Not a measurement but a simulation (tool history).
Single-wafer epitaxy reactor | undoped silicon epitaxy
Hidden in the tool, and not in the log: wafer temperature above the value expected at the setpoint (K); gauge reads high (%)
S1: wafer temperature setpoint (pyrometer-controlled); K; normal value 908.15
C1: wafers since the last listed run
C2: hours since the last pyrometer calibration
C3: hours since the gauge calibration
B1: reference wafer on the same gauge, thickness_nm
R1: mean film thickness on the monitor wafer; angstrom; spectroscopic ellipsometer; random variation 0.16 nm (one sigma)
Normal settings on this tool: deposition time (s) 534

run 1 hour=0 | S1=908.15 deposition_time_(s)=534 | C1=0 C2=2093.8 C3=45.3 | B1=61.041 | R1=605.87
run 2 hour=25.7 | S1=908.15 deposition_time_(s)=534 | C1=80 C2=2119.5 C3=71 | B1=61.14 | R1=608.05
run 3 hour=58.6 | S1=908.15 deposition_time_(s)=534 | C1=103 C2=2152.4 C3=103.9 | B1=61.094 | R1=605.83
run 4 hour=114.2 | S1=908.15 deposition_time_(s)=534 | C1=174 C2=2208 C3=159.5 | B1=61.055 | R1=603.91
run 5 hour=154.7 | S1=908.15 deposition_time_(s)=534 | C1=127 C2=2248.5 C3=200 | B1=61.147 | R1=604.92
run 6 hour=204.2 | S1=908.15 deposition_time_(s)=534 | C1=155 C2=2298 C3=249.5 | B1=61.14 | R1=604.6
run 7 hour=248.3 | S1=902.15 deposition_time_(s)=613 | C1=138 C2=2342.1 C3=293.6 | B1=61.118 | R1=616.25
run 8 hour=274 | S1=902.15 deposition_time_(s)=613 | C1=80 C2=2367.8 C3=319.3 | B1=61.138 | R1=619.04
run 9 hour=300.5 | S1=916.15 deposition_time_(s)=534 | C1=83 C2=2394.3 C3=345.8 | B1=61.066 | R1=706.25
run 10 hour=345.3 | S1=916.15 deposition_time_(s)=534 | C1=140 C2=2439.1 C3=390.6 | B1=61.144 | R1=713.26
run 11 hour=400.2 | S1=908.15 deposition_time_(s)=534 | C1=172 C2=2494 C3=445.5 | B1=61.009 | R1=606.49

Run 12, settings as shown, results not yet in. Your forecast:
run 12 hour=466.2 | S1=916.15 deposition_time_(s)=434 | C1=207 C2=2560 C3=511.5 | B1=? | R1=?

Logged for run 12: B1 61.045, R1 576.25 angstrom.
With no hidden state in the tool, this same run would have given R1 576.25 angstrom.

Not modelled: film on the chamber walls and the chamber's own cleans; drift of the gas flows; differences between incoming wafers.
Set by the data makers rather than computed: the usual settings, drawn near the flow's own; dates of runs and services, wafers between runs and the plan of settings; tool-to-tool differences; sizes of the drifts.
